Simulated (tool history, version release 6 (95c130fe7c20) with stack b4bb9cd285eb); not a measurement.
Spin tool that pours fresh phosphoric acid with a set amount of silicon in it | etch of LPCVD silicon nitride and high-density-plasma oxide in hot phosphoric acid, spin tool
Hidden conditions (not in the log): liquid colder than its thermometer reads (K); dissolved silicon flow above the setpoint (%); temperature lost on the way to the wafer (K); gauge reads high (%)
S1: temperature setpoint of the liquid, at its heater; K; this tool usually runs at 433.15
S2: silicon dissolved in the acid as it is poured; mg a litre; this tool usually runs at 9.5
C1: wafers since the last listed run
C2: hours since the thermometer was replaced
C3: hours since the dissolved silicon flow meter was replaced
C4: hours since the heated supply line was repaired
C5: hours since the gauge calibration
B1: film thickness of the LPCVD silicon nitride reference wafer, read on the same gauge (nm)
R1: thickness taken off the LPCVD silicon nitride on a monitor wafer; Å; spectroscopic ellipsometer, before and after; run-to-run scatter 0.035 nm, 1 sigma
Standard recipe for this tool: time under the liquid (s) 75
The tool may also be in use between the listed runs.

Run 1, hour 0.0: usual settings; C1 0; C2 2427.4; C3 869.8; C4 2578.0; C5 1389.0; B1 110.00. Result: R1 58.0 Å.
At hour 11.6: gauge calibrated.
At hour 44.4: heated supply line repaired.
At hour 74.6: dissolved silicon flow meter replaced.
Run 2, hour 92.3: usual settings; C1 1286; C2 2519.7; C3 17.7; C4 47.9; C5 80.7; B1 109.99. Result: R1 57.7 Å.
Run 3, hour 157.3: usual settings; C1 926; C2 2584.7; C3 82.7; C4 112.9; C5 145.7; B1 109.99. Result: R1 58.2 Å.
Run 4, hour 254.5: usual settings; C1 1385; C2 2681.9; C3 179.9; C4 210.1; C5 242.9; B1 109.98. Result: R1 58.0 Å.
Run 5, hour 297.0: usual settings but S1 434.65 K, S2 7.5 mg a litre; C1 605; C2 2724.4; C3 222.4; C4 252.6; C5 285.4; B1 110.00. Result: R1 60.5 Å.
Run 6, hour 365.6: usual settings but S1 434.65 K, S2 7.5 mg a litre; C1 977; C2 2793.0; C3 291.0; C4 321.2; C5 354.0; B1 110.01. Result: R1 59.8 Å.
Run 7, hour 431.7: usual settings but S2 13.5 mg a litre, time under the liquid (s) 50; C1 941; C2 2859.1; C3 357.1; C4 387.3; C5 420.1; B1 110.01. Result: R1 38.4 Å.
At hour 530.2: thermometer replaced.
Run 8, hour 603.7: usual settings but S1 432.15 K, S2 12.0 mg a litre, time under the liquid (s) 45; C1 2436; C2 73.5; C3 529.1; C4 559.3; C5 592.1; B1 109.98. Result: R1 36.0 Å.
Run 9, hour 703.2: usual settings but S1 431.65 K, S2 2.5 mg a litre; C1 1417; C2 173.0; C3 628.6; C4 658.8; C5 691.6; B1 109.99. Result: R1 59.5 Å.
Run 10, hour 741.5: usual settings but time under the liquid (s) 90; C1 545; C2 211.3; C3 666.9; C4 697.1; C5 729.9; B1 109.99. Result: R1 74.7 Å.
Run 11, hour 837.7: usual settings but S2 15.0 mg a litre, time under the liquid (s) 55; C1 1370; C2 307.5; C3 763.1; C4 793.3; C5 826.1; B1 110.00. Result: R1 45.5 Å.
At hour 893.3: dissolved silicon flow meter replaced.
Run 12, hour 922.7: usual settings; C1 1197; C2 392.5; C3 29.4; C4 878.3; C5 911.1; B1 110.01. Result: R1 61.5 Å.
Run 13, hour 1016.0: usual settings but S1 435.65 K, time under the liquid (s) 115; C1 1329; C2 485.8; C3 122.7; C4 971.6; C5 1004.4; B1 109.99. Result: R1 102.5 Å.
Run 14, hour 1066.0: usual settings but S1 434.15 K, S2 7.5 mg a litre, time under the liquid (s) 85; C1 712; C2 535.8; C3 172.7; C4 1021.6; C5 1054.4; B1 109.98. Result: R1 72.0 Å.
Run 15, hour 1116.7: usual settings; C1 722; C2 586.5; C3 223.4; C4 1072.3; C5 1105.1; B1 109.99. Result: R1 61.8 Å.
Run 16, hour 1161.6: usual settings but S2 13.5 mg a litre, time under the liquid (s) 40; C1 639; C2 631.4; C3 268.3; C4 1117.2; C5 1150.0; B1 110.02. Result: R1 32.3 Å.
Run 17, hour 1248.0: usual settings but S1 435.15 K, S2 14.5 mg a litre, time under the liquid (s) 50; C1 1231; C2 717.8; C3 354.7; C4 1203.6; C5 1236.4; B1 110.01. Result: R1 43.4 Å.
Run 18, hour 1320.6: usual settings but S1 435.15 K, S2 16.5 mg a litre, time under the liquid (s) 95; C1 1034; C2 790.4; C3 427.3; C4 1276.2; C5 1309.0; B1 110.01. Result: R1 82.0 Å.
Run 19, hour 1375.7: usual settings; C1 785; C2 845.5; C3 482.4; C4 1331.3; C5 1364.1; B1 109.98. Result: R1 60.9 Å.
Run 20, hour 1458.2: usual settings; C1 1175; C2 928.0; C3 564.9; C4 1413.8; C5 1446.6; B1 109.99. Result: R1 61.1 Å.
Run 21, hour 1561.0: usual settings but S2 13.0 mg a litre, time under the liquid (s) 100; C1 1464; C2 1030.8; C3 667.7; C4 1516.6; C5 1549.4; B1 110.01. Result: R1 80.5 Å.
Run 22, hour 1615.7: usual settings; C1 779; C2 1085.5; C3 722.4; C4 1571.3; C5 1604.1; B1 110.00. Result: R1 59.7 Å.

Below, each run's measurement less what the same run would have read without the hidden state. Both values contain the same run-to-run variation, but the gauge's scatter may not be the same in both:
run    R1
  1  -4.5
  2  -4.5
  3  -4.7
  4  -4.9
  5  -5.2
  6  -5.2
  7  -3.4
  8  -0.4
  9  -0.7
 10  -0.9
 11  -0.7
 12  -1.1
 13  -2.2
 14  -1.6
 15  -1.5
 16  -0.9
 17  -1.2
 18  -2.4
 19  -1.9
 20  -2.1
 21  -3.0
 22  -2.3
